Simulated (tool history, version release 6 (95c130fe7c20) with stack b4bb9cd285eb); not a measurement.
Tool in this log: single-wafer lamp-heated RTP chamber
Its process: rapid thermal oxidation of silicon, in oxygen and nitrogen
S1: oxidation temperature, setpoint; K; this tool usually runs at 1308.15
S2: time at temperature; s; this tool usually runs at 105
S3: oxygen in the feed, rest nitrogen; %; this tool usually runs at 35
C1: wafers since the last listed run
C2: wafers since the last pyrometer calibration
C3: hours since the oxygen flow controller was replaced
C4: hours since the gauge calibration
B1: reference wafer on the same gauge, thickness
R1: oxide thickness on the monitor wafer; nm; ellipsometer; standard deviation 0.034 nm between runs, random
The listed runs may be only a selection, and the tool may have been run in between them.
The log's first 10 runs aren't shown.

Run 11, hour 538.9: usual settings but S2 87 s; C1 461; C2 5412; C3 2270.2; C4 1814.9; B1 8.288. Result: R1 7.016 nm.
At hour 587.6: pyrometer window cleaned and pyrometer calibrated, repeated, since the last time left the tool worse.
Run 12, hour 588.1: usual settings but S2 87 s; C1 498; C2 5; C3 2319.4; C4 1864.1; B1 8.277. Result: R1 6.424 nm.
Run 13, hour 654.0: usual settings; C1 796; C2 802; C3 2385.3; C4 1930.0; B1 8.284. Result: R1 7.021 nm.
Run 14, hour 715.6: usual settings but S2 156 s, S3 52 %; C1 744; C2 1547; C3 2446.9; C4 1991.6; B1 8.279. Result: R1 9.726 nm.
Run 15, hour 770.5: usual settings but S3 47 %; C1 663; C2 2211; C3 2501.8; C4 2046.5; B1 8.283. Result: R1 7.884 nm.
Run 16, hour 825.2: usual settings; C1 661; C2 2872; C3 2556.5; C4 2101.2; B1 8.267. Result: R1 7.069 nm.
Run 17, hour 866.4: usual settings but S1 1278.15 K; C1 498; C2 3370; C3 2597.7; C4 2142.4; B1 8.266. Result: R1 5.758 nm.
Run 18, hour 912.6: usual settings but S1 1296.15 K, S2 69 s, S3 50 %; C1 558; C2 3929; C3 2643.9; C4 2188.6; B1 8.279. Result: R1 6.176 nm.
Run 19, hour 949.4: usual settings but S1 1322.15 K, S2 122 s, S3 17 %; C1 444; C2 4374; C3 2680.7; C4 2225.4; B1 8.265. Result: R1 6.537 nm.
Run 20, hour 1009.4: usual settings but S1 1316.15 K, S2 153 s, S3 23 %; C1 725; C2 5099; C3 2740.7; C4 2285.4; B1 8.267. Result: R1 7.722 nm.
Run 21, hour 1059.5: usual settings; C1 605; C2 5705; C3 2790.8; C4 2335.5; B1 8.282. Result: R1 7.150 nm.
Run 22, hour 1101.2: usual settings but S3 17 %; C1 504; C2 6209; C3 2832.5; C4 2377.2; B1 8.286. Result: R1 5.636 nm.

Run 23 is up next; what results do you expect?
At hour 1116.8: gauge calibrated.
At hour 1130.3: pyrometer window cleaned and pyrometer calibrated.
Run 23, hour 1147.3: usual settings; C1 460; C2 205; C3 2878.6; C4 30.5; B1 ?. Result: R1 ?.

{"run 23": {"B1": 8.277, "R1": 7.035}}
With no hidden state in the tool, this same run would have given R1 6.982 nm.
